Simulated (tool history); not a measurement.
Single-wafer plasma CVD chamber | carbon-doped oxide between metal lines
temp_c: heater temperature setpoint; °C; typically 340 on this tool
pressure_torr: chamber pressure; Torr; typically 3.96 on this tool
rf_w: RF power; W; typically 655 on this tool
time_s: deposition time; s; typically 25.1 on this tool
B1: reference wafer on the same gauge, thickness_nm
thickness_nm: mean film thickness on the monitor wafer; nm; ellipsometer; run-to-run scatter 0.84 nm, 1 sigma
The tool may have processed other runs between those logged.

{"run": 1, "hour": 0.0, "temp_c": 330, "pressure_torr": 3.96, "rf_w": 655, "time_s": 25.1, "B1": 133.987, "thickness_nm": 164.764}
{"run": 2, "hour": 19.1, "temp_c": 330, "pressure_torr": 3.96, "rf_w": 655, "time_s": 25.1, "B1": 133.791, "thickness_nm": 166.013}
{"run": 3, "hour": 50.1, "temp_c": 340, "pressure_torr": 3.96, "rf_w": 760, "time_s": 25.1, "B1": 133.94, "thickness_nm": 175.869}
{"run": 4, "hour": 79.1, "temp_c": 340, "pressure_torr": 3.96, "rf_w": 760, "time_s": 25.1, "B1": 134.037, "thickness_nm": 175.36}
{"run": 5, "hour": 96.5, "temp_c": 340, "pressure_torr": 3.96, "rf_w": 655, "time_s": 25.1, "B1": 133.992, "thickness_nm": 161.038}
{"run": 6, "hour": 114.8, "temp_c": 340, "pressure_torr": 3.96, "rf_w": 655, "time_s": 25.1, "B1": 133.966, "thickness_nm": 160.776}
{"run": 7, "hour": 137.0, "temp_c": 340, "pressure_torr": 3.96, "rf_w": 655, "time_s": 25.1, "B1": 134.116, "thickness_nm": 160.287}
{"hour": 175.8, "done": "showerhead replaced"}
{"run": 8, "hour": 176.3, "temp_c": 340, "pressure_torr": 3.41, "rf_w": 655, "time_s": 25.1, "B1": 133.893, "thickness_nm": 157.342}
{"run": 9, "hour": 192.0, "temp_c": 340, "pressure_torr": 3.41, "rf_w": 655, "time_s": 25.1, "B1": 133.994, "thickness_nm": 156.973}
{"run": 10, "hour": 206.5, "temp_c": 340, "pressure_torr": 3.96, "rf_w": 655, "time_s": 28.9, "B1": 133.975, "thickness_nm": 184.498}
{"run": 11, "hour": 231.9, "temp_c": 340, "pressure_torr": 3.96, "rf_w": 655, "time_s": 23.2, "B1": 134.162, "thickness_nm": 148.798}
{"run": 12, "hour": 257.3, "temp_c": 340, "pressure_torr": 3.96, "rf_w": 655, "time_s": 23.2, "B1": 134.113, "thickness_nm": 146.276}
{"hour": 286.2, "done": "capacitance manometer re-zeroed and calibrated"}
{"run": 13, "hour": 286.7, "temp_c": 340, "pressure_torr": 3.96, "rf_w": 655, "time_s": 25.1, "B1": 134.076, "thickness_nm": 160.88}
{"hour": 298.1, "done": "RF generator calibrated"}
{"run": 14, "hour": 313.5, "temp_c": 331, "pressure_torr": 4.79, "rf_w": 770, "time_s": 21.0, "B1": 133.863, "thickness_nm": 157.507}
{"run": 15, "hour": 328.0, "temp_c": 340, "pressure_torr": 4.93, "rf_w": 655, "time_s": 25.1, "B1": 133.968, "thickness_nm": 166.677}
{"run": 16, "hour": 341.6, "temp_c": 349, "pressure_torr": 4.31, "rf_w": 545, "time_s": 21.3, "B1": 134.086, "thickness_nm": 119.282}
{"run": 17, "hour": 363.1, "temp_c": 345, "pressure_torr": 3.05, "rf_w": 655, "time_s": 25.1, "B1": 133.956, "thickness_nm": 153.093}
{"hour": 377.0, "done": "thermocouple changed; heater temperature recalibrated"}
{"run": 18, "hour": 382.8, "temp_c": 340, "pressure_torr": 3.96, "rf_w": 780, "time_s": 25.1, "B1": 134.034, "thickness_nm": 179.905}
{"run": 19, "hour": 398.7, "temp_c": 340, "pressure_torr": 3.96, "rf_w": 655, "time_s": 25.1, "B1": 134.062, "thickness_nm": 159.214}
{"hour": 407.0, "done": "gauge calibrated"}
{"run": 20, "hour": 504.1, "temp_c": 352, "pressure_torr": 3.96, "rf_w": 730, "time_s": 25.1, "B1": 133.896, "thickness_nm": 167.319}
{"run": 21, "hour": 524.7, "temp_c": 340, "pressure_torr": 3.96, "rf_w": 655, "time_s": 25.1, "B1": 133.854, "thickness_nm": 159.723}
{"run": 22, "hour": 556.7, "temp_c": 350, "pressure_torr": 4.83, "rf_w": 720, "time_s": 22.6, "B1": 133.994, "thickness_nm": 155.627}
{"run": 23, "hour": 591.0, "temp_c": 340, "pressure_torr": 3.96, "rf_w": 655, "time_s": 25.1, "B1": 133.995, "thickness_nm": 159.128}
{"run": 24, "hour": 625.4, "temp_c": 340, "pressure_torr": 3.96, "rf_w": 655, "time_s": 25.1, "B1": 134.001, "thickness_nm": 160.727}
{"run": 25, "hour": 640.7, "temp_c": 334, "pressure_torr": 3.2, "rf_w": 770, "time_s": 28.9, "B1": 133.956, "thickness_nm": 202.848}
{"run": 26, "hour": 659.9, "temp_c": 346, "pressure_torr": 4.42, "rf_w": 655, "time_s": 25.1, "B1": 133.956, "thickness_nm": 161.213}
{"run": 27, "hour": 694.0, "temp_c": 330, "pressure_torr": 3.96, "rf_w": 555, "time_s": 25.1, "B1": 134.074, "thickness_nm": 147.557}
{"run": 28, "hour": 710.2, "temp_c": 340, "pressure_torr": 3.96, "rf_w": 540, "time_s": 25.1, "B1": 134.177, "thickness_nm": 141.595}
{"run": 29, "hour": 735.9, "temp_c": 331, "pressure_torr": 4.79, "rf_w": 770, "time_s": 21.0, "B1": 134.03, "thickness_nm": 157.85}

Predict each of these 4 candidate next runs independently; none follows another, all start after run 29:
{"run": "A", "hour": 736.3, "temp_c": 340, "pressure_torr": 3.96, "rf_w": 655, "time_s": 25.1, "B1": "?", "thickness_nm": "?"}
{"run": "B", "hour": 736.3, "temp_c": 340, "pressure_torr": 3.96, "rf_w": 655, "time_s": 26.6, "B1": "?", "thickness_nm": "?"}
{"run": "C", "hour": 736.3, "temp_c": 353, "pressure_torr": 4.36, "rf_w": 655, "time_s": 28.2, "B1": "?", "thickness_nm": "?"}
{"run": "D", "hour": 736.3, "temp_c": 331, "pressure_torr": 4.21, "rf_w": 655, "time_s": 26.9, "B1": "?", "thickness_nm": "?"}

run=A B1=134.045 thickness_nm=161.351
run=B B1=134.045 thickness_nm=170.837
run=C B1=134.045 thickness_nm=177.635
run=D B1=134.045 thickness_nm=179.046
Without the tool's hidden state the same runs would have given:
run=A thickness_nm=161.351
run=B thickness_nm=170.837
run=C thickness_nm=177.635
run=D thickness_nm=179.046
